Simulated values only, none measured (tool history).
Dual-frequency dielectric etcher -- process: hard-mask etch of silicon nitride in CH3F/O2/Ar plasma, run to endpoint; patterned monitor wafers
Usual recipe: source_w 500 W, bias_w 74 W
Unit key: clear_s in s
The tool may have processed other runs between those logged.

run	day	source_w	bias_w	wafers since the last listed run	hours since the last wet clean	hours since the last source power generator calibration	hours since the last bias power generator calibration	hours since the last upper electrode change	incoming incoming film thickness, nm	clear_s
1	0.000	500	74	0	462.5	2311.3	3479.8	2733.1	50.6	62.7
2	0.300	500	74	120	469.7	2318.5	3487.0	2740.3	51.3	62.4
3	0.946	500	74	259	485.2	2334.0	3502.5	2755.8	51.0	62.2
4	1.458	500	74	205	497.5	2346.3	3514.8	2768.1	50.1	61.1
# day 2.938: wet clean of the chamber
# day 3.104: source power generator calibrated
# day 3.638: upper electrode replaced
5	3.658	500	74	200	17.3	13.3	3567.6	0.5	51.1	62.7
6	3.675	500	74	6	17.7	13.7	3568.0	0.9	51.0	63.0
7	3.688	500	74	5	18.0	14.0	3568.3	1.2	50.9	62.4
8	3.704	500	74	6	18.4	14.4	3568.7	1.6	51.1	63.1
# day 4.204: bias power generator calibrated
9	4.450	610	86	232	36.3	32.3	5.9	19.5	51.4	54.7
10	4.871	580	74	169	46.4	42.4	16.0	29.6	50.6	57.6
11	5.950	570	90	433	72.3	68.3	41.9	55.5	51.2	55.9
12	6.358	500	74	164	82.1	78.1	51.7	65.3	51.4	62.5
13	6.696	410	69	135	90.2	86.2	59.8	73.4	51.1	69.4
14	7.358	500	89	266	106.1	102.1	75.7	89.3	51.1	58.7

Consider 4 possible next runs. They are alternatives, not a sequence: every one starts from the tool as it was left by run 14. What does each give?
A	7.375	500	87	6	106.5	102.5	76.1	89.7	50.5	?
B	7.375	410	57	6	106.5	102.5	76.1	89.7	50.5	?
C	7.375	610	87	6	106.5	102.5	76.1	89.7	50.5	?
D	7.375	400	74	6	106.5	102.5	76.1	89.7	50.5	?

run	clear_s
A	58.9
B	73.4
C	54.1
D	68.5
The same runs, with their run-to-run variation unchanged, on a tool lacking any hidden condition would have given:
run	clear_s
A	58.9
B	73.4
C	54.1
D	68.5
